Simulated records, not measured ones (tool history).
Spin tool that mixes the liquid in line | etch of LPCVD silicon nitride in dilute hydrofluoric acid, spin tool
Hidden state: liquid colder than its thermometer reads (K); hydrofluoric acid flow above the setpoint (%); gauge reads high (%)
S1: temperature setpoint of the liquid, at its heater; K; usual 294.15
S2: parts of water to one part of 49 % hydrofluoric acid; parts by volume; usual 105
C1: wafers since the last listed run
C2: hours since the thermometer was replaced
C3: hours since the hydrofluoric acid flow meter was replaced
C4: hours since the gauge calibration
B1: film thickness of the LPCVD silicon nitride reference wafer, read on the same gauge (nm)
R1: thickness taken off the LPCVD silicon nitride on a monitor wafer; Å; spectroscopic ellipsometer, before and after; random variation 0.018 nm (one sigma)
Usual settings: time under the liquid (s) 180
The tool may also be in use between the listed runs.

{"run": 1, "hour": 0.0, "S1": 294.15, "S2": 70, "time under the liquid (s)": 135, "C1": 0, "C2": 683.1, "C3": 1286.7, "C4": 239.1, "B1": 90.005, "R1": 6.73}
{"run": 2, "hour": 14.9, "S1": 294.15, "S2": 70, "time under the liquid (s)": 135, "C1": 110, "C2": 698.0, "C3": 1301.6, "C4": 254.0, "B1": 89.994, "R1": 6.99}
{"run": 3, "hour": 49.1, "S1": 294.15, "S2": 70, "time under the liquid (s)": 135, "C1": 253, "C2": 732.2, "C3": 1335.8, "C4": 288.2, "B1": 89.973, "R1": 6.62}
{"run": 4, "hour": 66.2, "S1": 294.15, "S2": 145, "time under the liquid (s)": 180, "C1": 126, "C2": 749.3, "C3": 1352.9, "C4": 305.3, "B1": 90.016, "R1": 4.35}
{"run": 5, "hour": 91.0, "S1": 294.15, "S2": 145, "time under the liquid (s)": 180, "C1": 184, "C2": 774.1, "C3": 1377.7, "C4": 330.1, "B1": 89.985, "R1": 4.36}
{"run": 6, "hour": 110.4, "S1": 294.15, "S2": 105, "time under the liquid (s)": 180, "C1": 143, "C2": 793.5, "C3": 1397.1, "C4": 349.5, "B1": 89.966, "R1": 5.7}
{"run": 7, "hour": 137.7, "S1": 294.15, "S2": 125, "time under the liquid (s)": 180, "C1": 202, "C2": 820.8, "C3": 1424.4, "C4": 376.8, "B1": 90.033, "R1": 4.79}
{"run": 8, "hour": 158.1, "S1": 294.15, "S2": 125, "time under the liquid (s)": 180, "C1": 151, "C2": 841.2, "C3": 1444.8, "C4": 397.2, "B1": 89.977, "R1": 4.85}
{"run": 9, "hour": 262.6, "S1": 294.15, "S2": 105, "time under the liquid (s)": 180, "C1": 775, "C2": 945.7, "C3": 1549.3, "C4": 501.7, "B1": 89.991, "R1": 5.94}
{"run": 10, "hour": 295.3, "S1": 294.15, "S2": 105, "time under the liquid (s)": 180, "C1": 242, "C2": 978.4, "C3": 1582.0, "C4": 534.4, "B1": 89.99, "R1": 6.08}
{"hour": 319.8, "done": "gauge calibrated"}
{"run": 11, "hour": 328.4, "S1": 292.15, "S2": 80, "time under the liquid (s)": 180, "C1": 245, "C2": 1011.5, "C3": 1615.1, "C4": 8.6, "B1": 89.984, "R1": 6.79}
{"run": 12, "hour": 349.0, "S1": 297.15, "S2": 105, "time under the liquid (s)": 180, "C1": 152, "C2": 1032.1, "C3": 1635.7, "C4": 29.2, "B1": 89.99, "R1": 7.55}
{"run": 13, "hour": 379.7, "S1": 292.65, "S2": 150, "time under the liquid (s)": 215, "C1": 227, "C2": 1062.8, "C3": 1666.4, "C4": 59.9, "B1": 90.017, "R1": 4.56}
{"run": 14, "hour": 401.9, "S1": 291.15, "S2": 105, "time under the liquid (s)": 180, "C1": 164, "C2": 1085.0, "C3": 1688.6, "C4": 82.1, "B1": 89.99, "R1": 4.75}
{"hour": 455.6, "done": "thermometer replaced"}
{"run": 15, "hour": 457.0, "S1": 290.15, "S2": 75, "time under the liquid (s)": 105, "C1": 401, "C2": 1.4, "C3": 1743.7, "C4": 137.2, "B1": 90.011, "R1": 3.52}
{"hour": 462.1, "done": "hydrofluoric acid flow meter replaced"}
{"run": 16, "hour": 475.6, "S1": 294.15, "S2": 105, "time under the liquid (s)": 105, "C1": 130, "C2": 20.0, "C3": 13.5, "C4": 155.8, "B1": 90.024, "R1": 3.46}
{"run": 17, "hour": 552.6, "S1": 290.15, "S2": 140, "time under the liquid (s)": 215, "C1": 571, "C2": 97.0, "C3": 90.5, "C4": 232.8, "B1": 90.011, "R1": 3.89}
{"run": 18, "hour": 582.0, "S1": 294.15, "S2": 105, "time under the liquid (s)": 180, "C1": 218, "C2": 126.4, "C3": 119.9, "C4": 262.2, "B1": 89.983, "R1": 6.0}
{"run": 19, "hour": 595.8, "S1": 294.15, "S2": 105, "time under the liquid (s)": 180, "C1": 102, "C2": 140.2, "C3": 133.7, "C4": 276.0, "B1": 89.994, "R1": 5.89}
{"run": 20, "hour": 620.2, "S1": 292.65, "S2": 105, "time under the liquid (s)": 180, "C1": 181, "C2": 164.6, "C3": 158.1, "C4": 300.4, "B1": 90.001, "R1": 5.34}

Forecast each of these 5 alternatives for the next run:
{"run": "A", "hour": 620.7, "S1": 296.15, "S2": 105, "time under the liquid (s)": 180, "C1": 3, "C2": 165.1, "C3": 158.6, "C4": 300.9, "B1": "?", "R1": "?"}
{"run": "B", "hour": 620.7, "S1": 295.65, "S2": 55, "time under the liquid (s)": 215, "C1": 3, "C2": 165.1, "C3": 158.6, "C4": 300.9, "B1": "?", "R1": "?"}
{"run": "C", "hour": 620.7, "S1": 291.65, "S2": 65, "time under the liquid (s)": 180, "C1": 3, "C2": 165.1, "C3": 158.6, "C4": 300.9, "B1": "?", "R1": "?"}
{"run": "D", "hour": 620.7, "S1": 297.15, "S2": 125, "time under the liquid (s)": 180, "C1": 3, "C2": 165.1, "C3": 158.6, "C4": 300.9, "B1": "?", "R1": "?"}
{"run": "E", "hour": 620.7, "S1": 294.15, "S2": 70, "time under the liquid (s)": 250, "C1": 3, "C2": 165.1, "C3": 158.6, "C4": 300.9, "B1": "?", "R1": "?"}

run=A B1=90.033 R1=6.86
run=B B1=90.033 R1=14.94
run=C B1=90.033 R1=8.07
run=D B1=90.033 R1=6.16
run=E B1=90.033 R1=12.39
Without the tool's hidden state the same runs would have given:
run=A R1=6.86
run=B R1=14.94
run=C R1=8.07
run=D R1=6.16
run=E R1=12.39

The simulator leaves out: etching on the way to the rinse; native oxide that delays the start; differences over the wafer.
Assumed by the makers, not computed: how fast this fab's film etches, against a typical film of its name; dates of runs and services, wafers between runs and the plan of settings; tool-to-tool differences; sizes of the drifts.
